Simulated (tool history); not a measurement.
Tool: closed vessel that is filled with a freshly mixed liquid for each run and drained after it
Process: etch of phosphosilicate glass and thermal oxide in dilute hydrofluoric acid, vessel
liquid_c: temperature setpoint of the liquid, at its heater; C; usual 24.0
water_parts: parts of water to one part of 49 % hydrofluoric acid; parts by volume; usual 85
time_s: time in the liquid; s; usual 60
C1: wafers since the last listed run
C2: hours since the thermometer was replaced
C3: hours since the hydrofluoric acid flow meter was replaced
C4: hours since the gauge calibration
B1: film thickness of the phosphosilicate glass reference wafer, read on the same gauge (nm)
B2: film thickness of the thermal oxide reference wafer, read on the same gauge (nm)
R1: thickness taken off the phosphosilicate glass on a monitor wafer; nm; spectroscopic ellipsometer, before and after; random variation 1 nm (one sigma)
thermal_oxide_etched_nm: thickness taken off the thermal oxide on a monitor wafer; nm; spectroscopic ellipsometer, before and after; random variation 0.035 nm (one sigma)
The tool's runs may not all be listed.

run 1 hour=0.0 | liquid_c=24.0 water_parts=110 time_s=50 | C1=0 C2=220.0 C3=574.9 C4=531.7 | B1=135.16 B2=41.604 | R1=96.27 thermal_oxide_etched_nm=2.090
run 2 hour=97.5 | liquid_c=24.0 water_parts=110 time_s=50 | C1=9872 C2=317.5 C3=672.4 C4=629.2 | B1=135.60 B2=41.757 | R1=95.21 thermal_oxide_etched_nm=2.092
run 3 hour=165.7 | liquid_c=24.0 water_parts=85 time_s=60 | C1=6905 C2=385.7 C3=740.6 C4=697.4 | B1=135.86 B2=41.796 | R1=152.60 thermal_oxide_etched_nm=3.378
run 4 hour=272.6 | liquid_c=24.0 water_parts=85 time_s=60 | C1=10823 C2=492.6 C3=847.5 C4=804.3 | B1=136.15 B2=41.909 | R1=154.77 thermal_oxide_etched_nm=3.399
run 5 hour=369.7 | liquid_c=26.0 water_parts=85 time_s=35 | C1=9831 C2=589.7 C3=944.6 C4=901.4 | B1=136.43 B2=41.982 | R1=97.03 thermal_oxide_etched_nm=2.139
run 6 hour=413.8 | liquid_c=26.0 water_parts=85 time_s=35 | C1=4465 C2=633.8 C3=988.7 C4=945.5 | B1=136.47 B2=42.007 | R1=97.67 thermal_oxide_etched_nm=2.126
run 7 hour=496.4 | liquid_c=26.0 water_parts=85 time_s=35 | C1=8363 C2=716.4 C3=1071.3 C4=1028.1 | B1=136.63 B2=42.051 | R1=96.61 thermal_oxide_etched_nm=2.135
-- hour=502.6 thermometer replaced
run 8 hour=585.8 | liquid_c=24.0 water_parts=85 time_s=45 | C1=8950 C2=83.2 C3=1160.7 C4=1117.5 | B1=136.76 B2=42.083 | R1=115.52 thermal_oxide_etched_nm=2.562
run 9 hour=690.2 | liquid_c=24.0 water_parts=85 time_s=45 | C1=10570 C2=187.6 C3=1265.1 C4=1221.9 | B1=136.90 B2=42.085 | R1=115.14 thermal_oxide_etched_nm=2.589
-- hour=696.6 gauge calibrated
run 10 hour=741.9 | liquid_c=24.0 water_parts=85 time_s=45 | C1=5234 C2=239.3 C3=1316.8 C4=45.3 | B1=129.30 B2=39.823 | R1=109.67 thermal_oxide_etched_nm=2.431
run 11 hour=843.9 | liquid_c=24.0 water_parts=85 time_s=60 | C1=10327 C2=341.3 C3=1418.8 C4=147.3 | B1=130.64 B2=40.190 | R1=145.49 thermal_oxide_etched_nm=3.273
run 12 hour=890.1 | liquid_c=25.5 water_parts=85 time_s=30 | C1=4677 C2=387.5 C3=1465.0 C4=193.5 | B1=131.18 B2=40.333 | R1=78.16 thermal_oxide_etched_nm=1.767
run 13 hour=1054.7 | liquid_c=28.5 water_parts=85 time_s=35 | C1=16666 C2=552.1 C3=1629.6 C4=358.1 | B1=132.61 B2=40.781 | R1=103.43 thermal_oxide_etched_nm=2.307
run 14 hour=1097.7 | liquid_c=20.5 water_parts=115 time_s=90 | C1=4353 C2=595.1 C3=1672.6 C4=401.1 | B1=132.93 B2=40.900 | R1=140.81 thermal_oxide_etched_nm=3.070
-- hour=1099.8 thermometer replaced
run 15 hour=1139.5 | liquid_c=19.5 water_parts=50 time_s=60 | C1=4131 C2=39.7 C3=1714.4 C4=442.9 | B1=133.16 B2=40.968 | R1=220.59 thermal_oxide_etched_nm=4.890
-- hour=1154.1 hydrofluoric acid flow meter replaced
run 16 hour=1204.6 | liquid_c=24.0 water_parts=85 time_s=60 | C1=6490 C2=104.8 C3=50.5 C4=508.0 | B1=133.56 B2=41.067 | R1=149.55 thermal_oxide_etched_nm=3.340
run 17 hour=1316.4 | liquid_c=19.5 water_parts=115 time_s=40 | C1=11320 C2=216.6 C3=162.3 C4=619.8 | B1=134.06 B2=41.214 | R1=59.61 thermal_oxide_etched_nm=1.337
run 18 hour=1381.9 | liquid_c=22.5 water_parts=105 time_s=60 | C1=6632 C2=282.1 C3=227.8 C4=685.3 | B1=134.32 B2=41.337 | R1=112.55 thermal_oxide_etched_nm=2.491
run 19 hour=1479.4 | liquid_c=19.0 water_parts=115 time_s=40 | C1=9872 C2=379.6 C3=325.3 C4=782.8 | B1=134.64 B2=41.382 | R1=59.18 thermal_oxide_etched_nm=1.311
run 20 hour=1620.1 | liquid_c=28.5 water_parts=105 time_s=50 | C1=14246 C2=520.3 C3=466.0 C4=923.5 | B1=134.95 B2=41.526 | R1=119.10 thermal_oxide_etched_nm=2.624
run 21 hour=1695.3 | liquid_c=24.0 water_parts=85 time_s=60 | C1=7614 C2=595.5 C3=541.2 C4=998.7 | B1=135.11 B2=41.550 | R1=153.24 thermal_oxide_etched_nm=3.370
run 22 hour=1754.0 | liquid_c=24.0 water_parts=45 time_s=60 | C1=5943 C2=654.2 C3=599.9 C4=1057.4 | B1=135.20 B2=41.590 | R1=306.63 thermal_oxide_etched_nm=6.616

4 ways to go on from here, each from the tool as it stands after run 22. What would each give?
run A hour=1754.7 | liquid_c=24.0 water_parts=85 time_s=70 | C1=70 C2=654.9 C3=600.6 C4=1058.1 | B1=? B2=? | R1=? thermal_oxide_etched_nm=?
run B hour=1754.7 | liquid_c=24.0 water_parts=85 time_s=40 | C1=70 C2=654.9 C3=600.6 C4=1058.1 | B1=? B2=? | R1=? thermal_oxide_etched_nm=?
run C hour=1754.7 | liquid_c=21.0 water_parts=85 time_s=80 | C1=70 C2=654.9 C3=600.6 C4=1058.1 | B1=? B2=? | R1=? thermal_oxide_etched_nm=?
run D hour=1754.7 | liquid_c=24.0 water_parts=85 time_s=90 | C1=70 C2=654.9 C3=600.6 C4=1058.1 | B1=? B2=? | R1=? thermal_oxide_etched_nm=?

run=A B1=135.20 B2=41.563 R1=179.26 thermal_oxide_etched_nm=3.862
run=B B1=135.20 B2=41.563 R1=102.43 thermal_oxide_etched_nm=2.207
run=C B1=135.20 B2=41.563 R1=181.38 thermal_oxide_etched_nm=3.908
run=D B1=135.20 B2=41.563 R1=230.47 thermal_oxide_etched_nm=4.965
Without the tool's hidden state the same runs would have given:
run=A R1=172.39 thermal_oxide_etched_nm=3.714
run=B R1=98.51 thermal_oxide_etched_nm=2.122
run=C R1=174.43 thermal_oxide_etched_nm=3.758
run=D R1=221.64 thermal_oxide_etched_nm=4.775
